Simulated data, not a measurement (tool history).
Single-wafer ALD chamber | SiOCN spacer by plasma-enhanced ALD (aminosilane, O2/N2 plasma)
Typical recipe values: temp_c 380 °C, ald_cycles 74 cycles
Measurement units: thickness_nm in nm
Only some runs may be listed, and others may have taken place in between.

| run | hour | temp_c | ald_cycles | read-back reference wafer on the same gauge, thickness_nm | thickness_nm |
|---|---|---|---|---|---|
| 1 | 0.0 | 375 | 64 | 5.595 | 4.394 |
| 2 | 79.4 | 380 | 74 | 5.601 | 5.058 |
| 3 | 172.6 | 380 | 74 | 5.602 | 5.056 |
| 4 | 215.2 | 380 | 74 | 5.604 | 5.066 |
| 5 | 281.3 | 380 | 85 | 5.607 | 5.831 |
| 6 | 323.0 | 380 | 85 | 5.608 | 5.823 |
| 7 | 400.5 | 380 | 85 | 5.609 | 5.837 |
| 8 | 504.5 | 380 | 74 | 5.613 | 5.057 |
| 9 | 571.4 | 380 | 74 | 5.615 | 5.072 |
| 10 | 626.3 | 380 | 74 | 5.613 | 5.066 |
| 11 | 668.5 | 380 | 74 | 5.614 | 5.072 |
| 12 | 750.2 | 380 | 74 | 5.611 | 5.088 |
| 13 | 817.6 | 369 | 74 | 5.614 | 5.065 |
|  | 846.5 | gauge calibrated |
| 14 | 863.0 | 369 | 74 | 5.488 | 4.959 |
| 15 | 929.5 | 380 | 74 | 5.503 | 4.975 |
| 16 | 966.9 | 375 | 82 | 5.507 | 5.520 |
| 17 | 1013.8 | 380 | 82 | 5.517 | 5.530 |
| 18 | 1088.1 | 372 | 80 | 5.534 | 5.415 |
| 19 | 1145.9 | 384 | 66 | 5.539 | 4.464 |
| 20 | 1225.4 | 380 | 74 | 5.548 | 5.043 |
|  | 1242.0 | thermocouple changed; heater temperature recalibrated |
| 21 | 1286.4 | 380 | 80 | 5.557 | 5.424 |
| 22 | 1374.2 | 387 | 74 | 5.565 | 5.054 |
| 23 | 1419.8 | 380 | 74 | 5.570 | 5.041 |
| 24 | 1510.6 | 380 | 74 | 5.578 | 5.075 |
| 25 | 1605.8 | 380 | 74 | 5.585 | 5.040 |
| 26 | 1656.4 | 372 | 74 | 5.591 | 5.080 |
| 27 | 1740.4 | 390 | 68 | 5.602 | 4.654 |
| 28 | 1782.0 | 370 | 74 | 5.598 | 5.068 |
| 29 | 1861.9 | 380 | 74 | 5.598 | 5.070 |

3 options for the next run, each taken on its own from the tool as it stands now. Forecast them:
| A | 1862.4 | 380 | 74 | ? | ? |
| B | 1862.4 | 372 | 67 | ? | ? |
| C | 1862.4 | 371 | 84 | ? | ? |

| run | read-back reference wafer on the same gauge, thickness_nm | thickness_nm |
|---|---|---|
| A | 5.600 | 5.046 |
| B | 5.600 | 4.569 |
| C | 5.600 | 5.728 |
What these runs would have given with no unlogged condition in the tool:
| run | thickness_nm |
|---|---|
| A | 4.937 |
| B | 4.470 |
| C | 5.604 |

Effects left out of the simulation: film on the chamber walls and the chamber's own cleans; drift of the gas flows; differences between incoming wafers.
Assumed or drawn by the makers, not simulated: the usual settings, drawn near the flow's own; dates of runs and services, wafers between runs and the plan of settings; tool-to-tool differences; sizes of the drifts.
